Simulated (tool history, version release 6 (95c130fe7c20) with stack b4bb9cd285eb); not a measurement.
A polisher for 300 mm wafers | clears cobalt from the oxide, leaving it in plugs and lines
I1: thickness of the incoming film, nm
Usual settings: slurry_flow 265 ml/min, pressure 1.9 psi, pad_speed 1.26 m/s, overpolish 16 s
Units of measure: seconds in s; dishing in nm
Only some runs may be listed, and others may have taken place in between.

{"run": 1, "hour": 0.0, "slurry_flow": 265, "pressure": 1.9, "pad_speed": 1.26, "overpolish": 16, "I1": 394.2, "seconds": 71.9, "dishing": 47.8}
{"run": 2, "hour": 33.3, "slurry_flow": 265, "pressure": 1.9, "pad_speed": 1.26, "overpolish": 16, "I1": 389.6, "seconds": 71.6, "dishing": 47.4}
{"run": 3, "hour": 70.2, "slurry_flow": 265, "pressure": 1.9, "pad_speed": 1.26, "overpolish": 16, "I1": 390.9, "seconds": 72.7, "dishing": 46.8}
{"run": 4, "hour": 105.2, "slurry_flow": 265, "pressure": 1.9, "pad_speed": 1.5, "overpolish": 16, "I1": 393, "seconds": 60.6, "dishing": 53.1}
{"hour": 148.5, "done": "slurry nozzle cleaned"}
{"run": 5, "hour": 156.4, "slurry_flow": 265, "pressure": 1.9, "pad_speed": 1.5, "overpolish": 16, "I1": 388.6, "seconds": 58.5, "dishing": 53.6}
{"hour": 218.1, "done": "worn pad replaced by a new one"}
{"run": 6, "hour": 218.6, "slurry_flow": 265, "pressure": 1.9, "pad_speed": 1.26, "overpolish": 16, "I1": 390.4, "seconds": 70.6, "dishing": 48.5}
{"run": 7, "hour": 266.0, "slurry_flow": 265, "pressure": 1.9, "pad_speed": 1.26, "overpolish": 16, "I1": 391.4, "seconds": 71.5, "dishing": 48.7}
{"run": 8, "hour": 323.0, "slurry_flow": 265, "pressure": 1.9, "pad_speed": 1.26, "overpolish": 16, "I1": 397.8, "seconds": 71.4, "dishing": 48.5}
{"run": 9, "hour": 391.1, "slurry_flow": 265, "pressure": 1.9, "pad_speed": 1.26, "overpolish": 16, "I1": 397.4, "seconds": 73.1, "dishing": 48.4}
{"run": 10, "hour": 426.8, "slurry_flow": 265, "pressure": 1.9, "pad_speed": 1.26, "overpolish": 16, "I1": 389.9, "seconds": 71.7, "dishing": 47.7}
{"run": 11, "hour": 473.5, "slurry_flow": 265, "pressure": 1.9, "pad_speed": 1.26, "overpolish": 16, "I1": 390.1, "seconds": 74.3, "dishing": 46}
{"hour": 483.0, "done": "slurry nozzle cleaned"}
{"run": 12, "hour": 503.4, "slurry_flow": 265, "pressure": 1.9, "pad_speed": 1.26, "overpolish": 16, "I1": 397.2, "seconds": 70.9, "dishing": 48.1}
{"run": 13, "hour": 532.7, "slurry_flow": 265, "pressure": 1.9, "pad_speed": 1.44, "overpolish": 16, "I1": 384.3, "seconds": 57, "dishing": 51}
{"run": 14, "hour": 587.5, "slurry_flow": 265, "pressure": 1.9, "pad_speed": 1.6, "overpolish": 16, "I1": 389.9, "seconds": 54.4, "dishing": 53.1}
{"hour": 610.7, "done": "worn pad replaced by a new one, of another model than before"}
{"run": 15, "hour": 642.9, "slurry_flow": 265, "pressure": 1.9, "pad_speed": 1.02, "overpolish": 16, "I1": 394, "seconds": 81.8, "dishing": 43.2}
{"run": 16, "hour": 682.0, "slurry_flow": 315, "pressure": 1.6, "pad_speed": 1.26, "overpolish": 8, "I1": 392.8, "seconds": 76, "dishing": 27.5}
{"run": 17, "hour": 734.0, "slurry_flow": 265, "pressure": 1.9, "pad_speed": 1.26, "overpolish": 23, "I1": 391.1, "seconds": 69.4, "dishing": 58.6}
{"run": 18, "hour": 802.4, "slurry_flow": 325, "pressure": 1.3, "pad_speed": 0.82, "overpolish": 16, "I1": 386.5, "seconds": 120.6, "dishing": 34.1}
{"run": 19, "hour": 854.7, "slurry_flow": 265, "pressure": 1.9, "pad_speed": 1.26, "overpolish": 16, "I1": 387.6, "seconds": 72.6, "dishing": 47.6}
{"hour": 860.4, "done": "slurry nozzle cleaned"}
{"run": 20, "hour": 887.4, "slurry_flow": 265, "pressure": 1.9, "pad_speed": 1.26, "overpolish": 24, "I1": 384.6, "seconds": 67.7, "dishing": 59.2}
{"hour": 911.1, "done": "worn pad replaced by a new one"}
{"run": 21, "hour": 934.7, "slurry_flow": 265, "pressure": 1.9, "pad_speed": 1.12, "overpolish": 25, "I1": 386.1, "seconds": 75.5, "dishing": 58.1}
{"run": 22, "hour": 998.1, "slurry_flow": 265, "pressure": 1.9, "pad_speed": 1.06, "overpolish": 16, "I1": 389.6, "seconds": 78.2, "dishing": 45}
{"run": 23, "hour": 1034.8, "slurry_flow": 265, "pressure": 1.9, "pad_speed": 0.86, "overpolish": 16, "I1": 387.4, "seconds": 91.4, "dishing": 40.8}
{"hour": 1071.2, "done": "head pressure recalibrated"}
{"run": 24, "hour": 1092.4, "slurry_flow": 265, "pressure": 1.9, "pad_speed": 1.5, "overpolish": 16, "I1": 391.1, "seconds": 60.3, "dishing": 51}
{"run": 25, "hour": 1136.4, "slurry_flow": 240, "pressure": 1.9, "pad_speed": 1.26, "overpolish": 16, "I1": 390.4, "seconds": 70.5, "dishing": 47.7}
{"run": 26, "hour": 1170.1, "slurry_flow": 265, "pressure": 1.9, "pad_speed": 1.04, "overpolish": 22, "I1": 389, "seconds": 82.2, "dishing": 53.8}
{"hour": 1225.0, "done": "slurry nozzle cleaned"}
{"run": 27, "hour": 1241.8, "slurry_flow": 265, "pressure": 1.9, "pad_speed": 1.26, "overpolish": 16, "I1": 386.5, "seconds": 68.3, "dishing": 48}
{"run": 28, "hour": 1290.0, "slurry_flow": 265, "pressure": 1.9, "pad_speed": 1.1, "overpolish": 16, "I1": 390, "seconds": 76.3, "dishing": 45.6}
{"hour": 1299.3, "done": "worn pad replaced by a new one"}
{"run": 29, "hour": 1316.8, "slurry_flow": 265, "pressure": 1.9, "pad_speed": 1.26, "overpolish": 16, "I1": 381, "seconds": 68.3, "dishing": 48.3}
{"run": 30, "hour": 1358.4, "slurry_flow": 265, "pressure": 1.9, "pad_speed": 1.26, "overpolish": 16, "I1": 394, "seconds": 71.1, "dishing": 49.1}
{"run": 31, "hour": 1388.5, "slurry_flow": 265, "pressure": 1.3, "pad_speed": 1.66, "overpolish": 25, "I1": 389.6, "seconds": 69.8, "dishing": 61.4}
{"run": 32, "hour": 1443.8, "slurry_flow": 265, "pressure": 1.9, "pad_speed": 1.26, "overpolish": 16, "I1": 395.4, "seconds": 68.4, "dishing": 46.8}
{"run": 33, "hour": 1478.4, "slurry_flow": 265, "pressure": 1.9, "pad_speed": 1.26, "overpolish": 16, "I1": 388.7, "seconds": 70.5, "dishing": 48}

5 ways to go on from here, each from the tool as it stands after run 33. What would each give?
{"run": "A", "hour": 1478.8, "slurry_flow": 265, "pressure": 1.9, "pad_speed": 1.26, "overpolish": 7, "I1": 391, "seconds": "?", "dishing": "?"}
{"run": "B", "hour": 1478.8, "slurry_flow": 330, "pressure": 1.9, "pad_speed": 0.98, "overpolish": 9, "I1": 391, "seconds": "?", "dishing": "?"}
{"run": "C", "hour": 1478.8, "slurry_flow": 265, "pressure": 1.9, "pad_speed": 0.9, "overpolish": 16, "I1": 391, "seconds": "?", "dishing": "?"}
{"run": "D", "hour": 1478.8, "slurry_flow": 265, "pressure": 2.3, "pad_speed": 1.5, "overpolish": 13, "I1": 391, "seconds": "?", "dishing": "?"}
{"run": "E", "hour": 1478.8, "slurry_flow": 265, "pressure": 2.4, "pad_speed": 1.26, "overpolish": 16, "I1": 391, "seconds": "?", "dishing": "?"}

run=A seconds=71 dishing=26.5
run=B seconds=83.6 dishing=28.4
run=C seconds=90.3 dishing=40.8
run=D seconds=54.7 dishing=48.7
run=E seconds=60.7 dishing=51.6
Take away the tool's hidden state, keep each run's random variation, and the runs would have read:
run=A seconds=69.5 dishing=26.9
run=B seconds=82.1 dishing=28.8
run=C seconds=88.5 dishing=41.3
run=D seconds=53.6 dishing=49.3
run=E seconds=59.5 dishing=52.1
